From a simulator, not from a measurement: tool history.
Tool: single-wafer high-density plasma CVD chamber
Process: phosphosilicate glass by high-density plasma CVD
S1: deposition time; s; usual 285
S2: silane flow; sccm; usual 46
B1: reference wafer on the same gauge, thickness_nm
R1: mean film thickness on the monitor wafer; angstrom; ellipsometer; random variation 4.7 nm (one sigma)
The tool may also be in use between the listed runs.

run,day,S1,S2,B1,R1
1,0,311,46,1130.72,14642.44
2,1.725,311,46,1129.127,14561.65
3,3.267,285,46,1130.59,13315.61
4,11.929,285,46,1129.374,13362.37
5,13.079,285,46,1129.825,13328.69
6,15.833,321,46,1129.871,15194.44
7,17.788,321,46,1129.187,15087.52
8,20.488,285,50,1130.447,14023.93
9,22.55,285,50,1130.245,13934.94
10,24.312,285,50,1130.89,13997.75
11,26.004,285,46,1129.858,13339.59
# day 27.412: gauge calibrated
12,28.004,285,46,1129.858,13466.53
13,29.904,285,46,1130.64,13290.98
14,32.871,285,46,1130.678,13371.23
15,35.279,285,46,1129.61,13361.98
16,38.212,285,46,1131.261,13513.2
17,40.146,285,46,1129.844,13424.32
18,41.796,257,42,1130.507,11608.85
19,44.421,257,42,1130.283,11588.66
20,45.55,285,53,1130.717,14466.39
21,47.771,285,53,1130.735,14376.5
22,49.725,285,53,1130.101,14437.42
23,50.738,311,46,1130.224,14603.81
24,52.496,317,40,1130.308,13894.15
25,54.662,311,46,1129.355,14625.13
26,56.171,341,53,1129.336,17287.62
27,58.125,237,39,1130.052,10231.88
# day 59.325: silane flow controller replaced
28,59.775,285,46,1130.075,13027.06
29,62.233,235,46,1128.973,10673.43
30,64.371,285,46,1129.856,12938.8
31,65.533,261,38,1129.799,10859.28
32,68.375,332,52,1128.642,16120.46
33,69.746,235,42,1130.324,10220.85
34,71.258,285,51,1130.015,13744.77
35,72.992,243,39,1129.725,10249.66
36,74.621,328,50,1129.557,15606.48
37,77.117,322,46,1128.627,14641.04
38,79.821,253,42,1129.883,11011.4
39,81.796,257,51,1129.685,12384.77
40,83.617,285,46,1128.475,13073.81
41,84.725,318,55,1129.883,15941.45
# day 84.812: gauge calibrated
42,86.717,285,46,1130.629,13086.48
43,91.629,316,46,1129.987,14641.72
44,93.275,237,39,1129.995,10097.09
45,95.542,229,38,1130.512,9664.6
46,98.283,237,39,1130.751,10039.23
47,101.196,263,55,1130.649,13309.23

3 ways to go on from here, each from the tool as it stands after run 47. What would each give?
A,101.217,285,38,?,?
B,101.217,338,46,?,?
C,101.217,246,46,?,?

run,B1,R1
A,1128.398,11994.64
B,1128.398,15580
C,1128.398,11339.29
Without the tool's hidden state the same runs would have given:
run,R1
A,11808.12
B,15337.73
C,11162.96
